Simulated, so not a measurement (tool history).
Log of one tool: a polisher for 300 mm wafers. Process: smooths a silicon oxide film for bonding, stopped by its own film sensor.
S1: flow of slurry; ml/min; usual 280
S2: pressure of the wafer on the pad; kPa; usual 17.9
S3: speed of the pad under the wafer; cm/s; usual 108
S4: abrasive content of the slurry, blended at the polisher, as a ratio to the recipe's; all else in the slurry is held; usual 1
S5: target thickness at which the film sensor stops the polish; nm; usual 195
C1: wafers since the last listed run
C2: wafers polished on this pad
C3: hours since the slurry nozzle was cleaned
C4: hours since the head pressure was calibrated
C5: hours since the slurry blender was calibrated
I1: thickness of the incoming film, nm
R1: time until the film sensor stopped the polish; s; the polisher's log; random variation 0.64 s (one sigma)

run	day	S1	S2	S3	S4	S5	C1	C2	C3	C4	C5	I1	R1
1	0	280	17.9	108	1	189	0	798	84.6	449.7	147.3	240.2	63.8
2	2.458	280	17.9	108	1	195	917	1715	143.6	508.7	206.3	235.4	50.8
# day 5.062: slurry blender recalibrated
# day 5.575: worn pad replaced by a new one
3	5.954	280	17.9	108	1	195	1211	142	227.5	592.6	21.4	241.2	57.7
4	8.95	280	17.9	108	1	195	1118	1260	299.4	664.5	93.3	241.1	57.4
# day 9.092: slurry nozzle cleaned
5	10.75	280	17.9	108	1	195	656	1917	39.8	707.7	136.5	239.2	53.8
6	13.983	280	17.9	108	1	195	1207	3124	117.4	785.3	214.1	239.1	54.1
# day 14.9: worn pad replaced by a new one
7	16.088	280	17.9	108	1	195	723	444	167.9	835.8	264.6	242	58.1
8	18.583	280	17.9	108	1	195	931	1375	227.8	895.7	324.5	238.9	53.7
# day 18.729: slurry blender recalibrated
# day 19.346: slurry nozzle cleaned
9	20.929	215	17.9	108	1	195	829	2205	38	952	52.8	241.1	59.7
# day 23.612: worn pad replaced by a new one
10	24.162	280	13.8	70	1	181	1145	205	115.6	1029.6	130.4	235	124.2
# day 24.571: head pressure recalibrated
11	27.967	280	12.4	82	1	186	1389	1594	206.9	81.5	221.7	241.8	125.8
12	29.829	280	17.9	74	1	195	695	2290	251.6	126.2	266.4	241.2	78.3
# day 30.221: slurry nozzle cleaned
13	32.475	280	17.9	108	1	195	972	3262	54.1	189.7	329.9	236.8	52
# day 32.708: slurry blender recalibrated
# day 33.471: worn pad replaced by a new one
14	35.625	280	17.9	108	1	205	1082	803	129.7	265.3	70	239.8	42.2
15	37.517	195	17.9	108	1	183	706	1509	175.1	310.7	115.4	239.7	75
16	39.342	280	17.9	108	1	195	681	2191	218.9	354.5	159.2	242	58.2
# day 41.354: slurry nozzle cleaned
# day 42.708: worn pad replaced by a new one
17	43.312	190	17.9	108	1	195	1404	225	47	449.8	254.5	238.3	57.3

5 ways to go on from here, each from the tool as it stands after run 17. What would each give?
A	43.329	280	17.9	108	1	209	6	232	47.4	450.2	254.9	242.4	?
B	43.329	280	17.9	108	1.2	195	6	232	47.4	450.2	254.9	242.4	?
C	43.329	280	17.9	108	0.75	210	6	232	47.4	450.2	254.9	242.4	?
D	43.329	190	12.4	146	1	195	6	232	47.4	450.2	254.9	242.4	?
E	43.329	280	17.9	108	0.8	195	6	232	47.4	450.2	254.9	242.4	?

run	R1
A	40.7
B	53.5
C	45.3
D	69
E	64.2
Without the tool's hidden state the same runs would have given:
run	R1
A	40.7
B	53.5
C	45.3
D	69
E	64.2
